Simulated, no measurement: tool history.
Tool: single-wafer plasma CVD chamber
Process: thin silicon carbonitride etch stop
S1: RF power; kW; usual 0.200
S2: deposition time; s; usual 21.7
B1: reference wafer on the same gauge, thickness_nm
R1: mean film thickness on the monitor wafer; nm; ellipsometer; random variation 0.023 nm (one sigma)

| run | day | S1 | S2 | B1 | R1 |
|---|---|---|---|---|---|
| 1 | 0.000 | 0.215 | 21.7 | 14.097 | 11.725 |
| 2 | 0.308 | 0.200 | 24.7 | 14.097 | 12.977 |
| 3 | 0.675 | 0.200 | 18.6 | 14.100 | 9.814 |
| 4 | 1.242 | 0.200 | 18.6 | 14.098 | 9.778 |
| 5 | 1.604 | 0.175 | 24.2 | 14.094 | 12.109 |
| 6 | 2.083 | 0.175 | 24.2 | 14.103 | 12.155 |
|  | 2.317 | gauge calibrated |
| 7 | 2.358 | 0.175 | 24.2 | 14.102 | 12.127 |
| 8 | 2.800 | 0.200 | 21.7 | 14.098 | 11.393 |
| 9 | 3.429 | 0.200 | 21.7 | 14.103 | 11.415 |
| 10 | 4.008 | 0.200 | 21.7 | 14.103 | 11.434 |
| 11 | 4.662 | 0.200 | 21.7 | 14.101 | 11.356 |
|  | 5.429 | RF generator calibrated |
| 12 | 5.450 | 0.200 | 21.7 | 14.096 | 11.789 |
| 13 | 5.867 | 0.200 | 21.7 | 14.100 | 11.725 |
| 14 | 6.521 | 0.200 | 21.7 | 14.096 | 11.773 |
|  | 7.092 | thermocouple changed; heater temperature recalibrated |
| 15 | 7.112 | 0.200 | 21.7 | 14.094 | 11.734 |
| 16 | 7.533 | 0.200 | 21.7 | 14.099 | 11.721 |
| 17 | 7.962 | 0.200 | 21.7 | 14.105 | 11.744 |
| 18 | 8.679 | 0.200 | 21.7 | 14.105 | 11.724 |
| 19 | 9.404 | 0.200 | 21.7 | 14.099 | 11.716 |
| 20 | 9.658 | 0.200 | 20.5 | 14.113 | 11.089 |
| 21 | 10.133 | 0.175 | 24.2 | 14.100 | 12.451 |
|  | 10.771 | gauge calibrated |
|  | 10.925 | showerhead replaced |
| 22 | 10.946 | 0.210 | 19.8 | 14.100 | 10.837 |
| 23 | 10.996 | 0.200 | 21.7 | 14.099 | 11.670 |
| 24 | 11.379 | 0.200 | 21.7 | 14.094 | 11.662 |
| 25 | 13.171 | 0.180 | 20.4 | 14.105 | 10.541 |
| 26 | 13.462 | 0.200 | 18.5 | 14.108 | 9.946 |
| 27 | 13.938 | 0.210 | 18.5 | 14.093 | 10.132 |
| 28 | 14.212 | 0.210 | 18.5 | 14.094 | 10.077 |
| 29 | 14.775 | 0.160 | 21.7 | 14.095 | 10.711 |
| 30 | 15.304 | 0.220 | 19.8 | 14.098 | 10.993 |
| 31 | 15.671 | 0.180 | 18.7 | 14.093 | 9.639 |
| 32 | 16.229 | 0.200 | 21.7 | 14.108 | 11.675 |
| 33 | 16.867 | 0.165 | 18.7 | 14.096 | 9.335 |
| 34 | 17.312 | 0.170 | 24.8 | 14.103 | 12.489 |

The tool's hidden state at each run:
wafer temperature above the value expected at the setpoint (K): 0 in every run
gauge reads high (%): 0 in every run
H1: delivered RF power above the setpoint (%)
| run | H1 |
|---|---|
| 1 | -8.16 |
| 2 | -8.17 |
| 3 | -8.18 |
| 4 | -8.19 |
| 5 | -8.2 |
| 6 | -8.21 |
| 7 | -8.21 |
| 8 | -8.22 |
| 9 | -8.24 |
| 10 | -8.25 |
| 11 | -8.26 |
| 12 | -0.0352 |
| 13 | -0.21 |
| 14 | -0.477 |
| 15 | -0.71 |
| 16 | -0.871 |
| 17 | -1.03 |
| 18 | -1.29 |
| 19 | -1.54 |
| 20 | -1.63 |
| 21 | -1.79 |
| 22 | -2.05 |
| 23 | -2.06 |
| 24 | -2.18 |
| 25 | -2.7 |
| 26 | -2.78 |
| 27 | -2.91 |
| 28 | -2.98 |
| 29 | -3.12 |
| 30 | -3.26 |
| 31 | -3.34 |
| 32 | -3.48 |
| 33 | -3.62 |
| 34 | -3.72 |

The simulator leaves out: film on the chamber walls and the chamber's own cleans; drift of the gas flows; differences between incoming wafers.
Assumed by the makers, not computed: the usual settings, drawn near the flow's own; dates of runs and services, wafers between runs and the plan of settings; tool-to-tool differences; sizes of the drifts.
